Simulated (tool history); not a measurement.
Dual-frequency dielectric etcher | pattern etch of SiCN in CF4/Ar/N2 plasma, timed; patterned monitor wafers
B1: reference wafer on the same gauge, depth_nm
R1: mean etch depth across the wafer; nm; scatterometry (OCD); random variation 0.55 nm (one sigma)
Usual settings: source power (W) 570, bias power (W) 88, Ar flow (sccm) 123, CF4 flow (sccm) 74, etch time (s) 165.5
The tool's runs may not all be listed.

run 1 day=0.000 | source_power_(W)=570 bias_power_(W)=88 Ar_flow_(sccm)=123 CF4_flow_(sccm)=74 etch_time_(s)=165.5 | B1=158.9 | R1=166.5
run 2 day=0.512 | source_power_(W)=570 bias_power_(W)=77 Ar_flow_(sccm)=123 CF4_flow_(sccm)=74 etch_time_(s)=165.5 | B1=158.9 | R1=160.0
run 3 day=0.979 | source_power_(W)=570 bias_power_(W)=77 Ar_flow_(sccm)=123 CF4_flow_(sccm)=74 etch_time_(s)=165.5 | B1=159.0 | R1=159.7
run 4 day=1.571 | source_power_(W)=570 bias_power_(W)=88 Ar_flow_(sccm)=123 CF4_flow_(sccm)=74 etch_time_(s)=165.5 | B1=159.0 | R1=166.2
run 5 day=1.988 | source_power_(W)=570 bias_power_(W)=88 Ar_flow_(sccm)=123 CF4_flow_(sccm)=74 etch_time_(s)=165.5 | B1=159.1 | R1=165.6
run 6 day=2.542 | source_power_(W)=570 bias_power_(W)=103 Ar_flow_(sccm)=113 CF4_flow_(sccm)=74 etch_time_(s)=165.5 | B1=159.0 | R1=175.2
run 7 day=2.862 | source_power_(W)=570 bias_power_(W)=88 Ar_flow_(sccm)=102 CF4_flow_(sccm)=60 etch_time_(s)=165.5 | B1=158.9 | R1=165.3
run 8 day=3.967 | source_power_(W)=570 bias_power_(W)=88 Ar_flow_(sccm)=123 CF4_flow_(sccm)=74 etch_time_(s)=165.5 | B1=159.1 | R1=164.7
run 9 day=3.983 | source_power_(W)=570 bias_power_(W)=88 Ar_flow_(sccm)=123 CF4_flow_(sccm)=74 etch_time_(s)=165.5 | B1=159.1 | R1=166.1
run 10 day=4.175 | source_power_(W)=480 bias_power_(W)=88 Ar_flow_(sccm)=110 CF4_flow_(sccm)=74 etch_time_(s)=165.5 | B1=159.0 | R1=147.4
run 11 day=4.888 | source_power_(W)=570 bias_power_(W)=88 Ar_flow_(sccm)=123 CF4_flow_(sccm)=74 etch_time_(s)=165.5 | B1=159.0 | R1=165.9
run 12 day=5.500 | source_power_(W)=570 bias_power_(W)=88 Ar_flow_(sccm)=137 CF4_flow_(sccm)=74 etch_time_(s)=165.5 | B1=159.1 | R1=163.1
run 13 day=5.958 | source_power_(W)=700 bias_power_(W)=97 Ar_flow_(sccm)=134 CF4_flow_(sccm)=74 etch_time_(s)=138.5 | B1=159.0 | R1=164.0
run 14 day=7.204 | source_power_(W)=480 bias_power_(W)=70 Ar_flow_(sccm)=132 CF4_flow_(sccm)=65 etch_time_(s)=165.5 | B1=159.1 | R1=135.5
run 15 day=7.217 | source_power_(W)=570 bias_power_(W)=70 Ar_flow_(sccm)=110 CF4_flow_(sccm)=68 etch_time_(s)=208.5 | B1=159.0 | R1=200.8
run 16 day=8.025 | source_power_(W)=570 bias_power_(W)=88 Ar_flow_(sccm)=123 CF4_flow_(sccm)=88 etch_time_(s)=165.5 | B1=159.0 | R1=172.6
run 17 day=8.471 | source_power_(W)=570 bias_power_(W)=88 Ar_flow_(sccm)=143 CF4_flow_(sccm)=74 etch_time_(s)=210.5 | B1=158.9 | R1=210.2
run 18 day=9.521 | source_power_(W)=440 bias_power_(W)=88 Ar_flow_(sccm)=123 CF4_flow_(sccm)=68 etch_time_(s)=165.5 | B1=158.9 | R1=137.2
run 19 day=9.921 | source_power_(W)=460 bias_power_(W)=103 Ar_flow_(sccm)=102 CF4_flow_(sccm)=74 etch_time_(s)=165.5 | B1=159.0 | R1=153.5
run 20 day=10.196 | source_power_(W)=570 bias_power_(W)=81 Ar_flow_(sccm)=132 CF4_flow_(sccm)=82 etch_time_(s)=165.5 | B1=158.9 | R1=165.2
run 21 day=10.571 | source_power_(W)=520 bias_power_(W)=88 Ar_flow_(sccm)=112 CF4_flow_(sccm)=89 etch_time_(s)=165.5 | B1=159.1 | R1=162.0

Not shown: 7 entries that the log had between the listed runs. Between which runs, and how does the tool's hidden state differ before and after?
Between runs 1 and 2: CF4 flow controller replaced (day 0.492)
  etch rate over this chamber's usual, %: -1.15 -> -1.2
  measured less the result without the state, R1: -1.9 -> -2.0 nm
Between runs 3 and 4: source power generator calibrated (day 1.550)
  etch rate over this chamber's usual, %: -1.25 -> -1.31
  measured less the result without the state, R1: -2.0 -> -2.2 nm
Between runs 7 and 8: gauge calibrated (day 3.129); Ar flow controller replaced (day 3.812); upper electrode replaced (day 3.946)
  etch rate over this chamber's usual, %: -1.45 -> -1.56
  measured less the result without the state, R1: -2.5 -> -2.6 nm
Between runs 11 and 12: bias power generator calibrated (day 5.346)
  etch rate over this chamber's usual, %: -1.66 -> -1.72
  measured less the result without the state, R1: -2.8 -> -2.9 nm
Between runs 13 and 14: wet clean of the chamber (day 7.183)
  etch rate over this chamber's usual, %: -1.77 -> 0.34
  measured less the result without the state, R1: -3.0 -> +0.4 nm
